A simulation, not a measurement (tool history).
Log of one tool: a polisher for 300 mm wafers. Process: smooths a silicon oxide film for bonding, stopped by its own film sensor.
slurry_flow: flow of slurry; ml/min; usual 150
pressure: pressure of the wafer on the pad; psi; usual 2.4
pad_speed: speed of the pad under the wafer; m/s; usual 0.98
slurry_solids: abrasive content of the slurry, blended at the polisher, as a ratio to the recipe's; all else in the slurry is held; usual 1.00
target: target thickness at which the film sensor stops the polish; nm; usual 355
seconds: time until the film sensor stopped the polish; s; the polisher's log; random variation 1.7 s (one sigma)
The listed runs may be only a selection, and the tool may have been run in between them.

run,hour,slurry_flow,pressure,pad_speed,slurry_solids,target,wafers since the last listed run,wafers polished on this pad,hours since the slurry nozzle was cleaned,hours since the head pressure was calibrated,hours since the slurry blender was calibrated,"incoming thickness of the incoming film, nm",seconds
1,0.0,150,2.4,0.98,1.00,355,0,1508,50.2,203.0,366.5,408.6,82.5
# hour 32.7: worn pad replaced by a new one
2,55.1,150,2.4,0.98,1.00,355,324,142,105.3,258.1,421.6,408.9,82.4
3,147.4,150,2.8,0.98,1.00,355,586,728,197.6,350.4,513.9,407.4,67.4
# hour 154.7: slurry blender recalibrated
4,245.3,150,2.8,0.98,1.00,355,609,1337,295.5,448.3,90.6,406.3,66.7
5,301.6,150,2.4,0.98,1.00,355,357,1695,351.8,504.6,146.9,409.4,83.5
# hour 328.3: worn pad replaced by a new one
6,360.8,150,2.4,0.98,1.00,355,350,206,411.0,563.8,206.1,412.2,85.8
7,424.7,150,2.4,0.98,1.00,355,405,612,474.9,627.7,270.0,408.2,80.8
8,488.3,150,2.4,0.98,1.00,355,403,1016,538.5,691.3,333.6,403.3,73.1
9,568.2,150,2.4,0.98,1.00,355,507,1523,618.4,771.2,413.5,405.4,76.3
# hour 634.6: worn pad replaced by a new one
10,641.2,150,2.4,0.98,1.00,355,438,41,691.4,844.2,486.5,416.9,92.6
# hour 650.4: slurry nozzle cleaned
# hour 670.8: slurry blender recalibrated
11,743.3,190,2.4,0.88,1.15,340,629,671,92.9,946.3,72.5,407.2,99.6
12,846.1,150,1.9,0.98,1.00,355,653,1324,195.7,1049.1,175.3,406.1,100.3
13,913.2,125,2.4,0.98,1.00,343,426,1750,262.8,1116.2,242.4,402.8,97.5
# hour 971.7: worn pad replaced by a new one
14,972.2,150,3.2,1.10,0.80,374,349,3,321.8,1175.2,301.4,404.1,36.4
15,1059.7,150,2.4,0.68,0.70,355,555,559,409.3,1262.7,388.9,409.1,144.7
# hour 1082.0: head pressure recalibrated
# hour 1089.3: slurry blender recalibrated
16,1186.6,150,2.4,0.98,1.00,355,780,1339,536.2,104.6,97.3,418.0,98.5
# hour 1262.6: slurry nozzle cleaned
# hour 1286.1: worn pad replaced by a new one
17,1286.6,150,2.4,0.98,1.00,355,603,3,24.0,204.6,197.3,411.8,86.7
18,1376.2,150,1.9,0.98,1.10,355,569,572,113.6,294.2,286.9,417.4,111.6

Run 19 has not been measured yet. What should we expect?
19,1461.4,150,2.4,0.98,1.00,360,541,1113,198.8,379.4,372.1,410.3,?

{"run 19": {"seconds": 73.6}}
Were there no unlogged condition in the tool, this run, its random variation unchanged, would have produced seconds 73.6 s.
